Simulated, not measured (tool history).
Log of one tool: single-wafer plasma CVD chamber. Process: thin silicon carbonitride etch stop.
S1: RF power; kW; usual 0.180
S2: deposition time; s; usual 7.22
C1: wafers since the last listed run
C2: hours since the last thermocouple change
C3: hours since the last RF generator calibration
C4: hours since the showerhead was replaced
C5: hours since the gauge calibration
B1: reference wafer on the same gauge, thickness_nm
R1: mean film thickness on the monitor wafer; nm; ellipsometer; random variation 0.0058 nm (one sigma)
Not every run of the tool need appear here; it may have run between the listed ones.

Run 1, day 0.000: usual settings but S2 8.03 s; C1 0; C2 1581.6; C3 1537.6; C4 3771.9; C5 192.4; B1 4.023. Result: R1 4.324 nm.
At day 0.196: gauge calibrated.
Run 2, day 0.962: usual settings but S2 8.03 s; C1 586; C2 1604.7; C3 1560.7; C4 3795.0; C5 18.4; B1 3.995. Result: R1 4.285 nm.
Run 3, day 1.683: usual settings but S1 0.205 kW; C1 439; C2 1622.0; C3 1578.0; C4 3812.3; C5 35.7; B1 3.996. Result: R1 4.002 nm.
Run 4, day 1.983: usual settings but S1 0.205 kW; C1 182; C2 1629.2; C3 1585.2; C4 3819.5; C5 42.9; B1 3.999. Result: R1 4.002 nm.
Run 5, day 2.529: usual settings but S1 0.155 kW; C1 332; C2 1642.3; C3 1598.3; C4 3832.6; C5 56.0; B1 3.998. Result: R1 3.711 nm.
Run 6, day 3.154: usual settings but S1 0.155 kW; C1 380; C2 1657.3; C3 1613.3; C4 3847.6; C5 71.0; B1 4.001. Result: R1 3.707 nm.
Run 7, day 3.421: usual settings but S1 0.155 kW; C1 162; C2 1663.7; C3 1619.7; C4 3854.0; C5 77.4; B1 4.000. Result: R1 3.706 nm.
At day 4.229: RF generator calibrated.
Run 8, day 4.250: usual settings but S1 0.170 kW; C1 301; C2 1683.6; C3 0.5; C4 3873.9; C5 97.3; B1 4.004. Result: R1 3.812 nm.
Run 9, day 4.504: usual settings but S1 0.170 kW; C1 154; C2 1689.7; C3 6.6; C4 3880.0; C5 103.4; B1 4.004. Result: R1 3.820 nm.
Run 10, day 5.242: usual settings but S1 0.195 kW, S2 8.39 s; C1 449; C2 1707.4; C3 24.3; C4 3897.7; C5 121.1; B1 4.009. Result: R1 4.597 nm.
Run 11, day 5.512: usual settings but S1 0.160 kW, S2 8.19 s; C1 164; C2 1713.9; C3 30.8; C4 3904.2; C5 127.6; B1 4.008. Result: R1 4.244 nm.
At day 5.992: thermocouple changed; heater temperature recalibrated.
Run 12, day 6.146: usual settings but S1 0.165 kW, S2 6.10 s; C1 182; C2 3.7; C3 46.0; C4 3919.4; C5 142.8; B1 4.013. Result: R1 3.192 nm.
At day 7.154: gauge calibrated.
At day 7.892: showerhead replaced.
Run 13, day 7.912: usual settings; C1 872; C2 46.1; C3 88.4; C4 0.5; C5 18.2; B1 3.995. Result: R1 3.869 nm.

Forecast run 14:
Run 14, day 8.238: usual settings but S2 6.56 s; C1 197; C2 53.9; C3 96.2; C4 8.3; C5 26.0; B1 ?. Result: R1 ?.

Logged for run 14: B1 3.994, R1 3.502 nm.
Take away the tool's hidden state, keep the run-to-run variation as it was, and the same run would have given R1 3.498 nm.

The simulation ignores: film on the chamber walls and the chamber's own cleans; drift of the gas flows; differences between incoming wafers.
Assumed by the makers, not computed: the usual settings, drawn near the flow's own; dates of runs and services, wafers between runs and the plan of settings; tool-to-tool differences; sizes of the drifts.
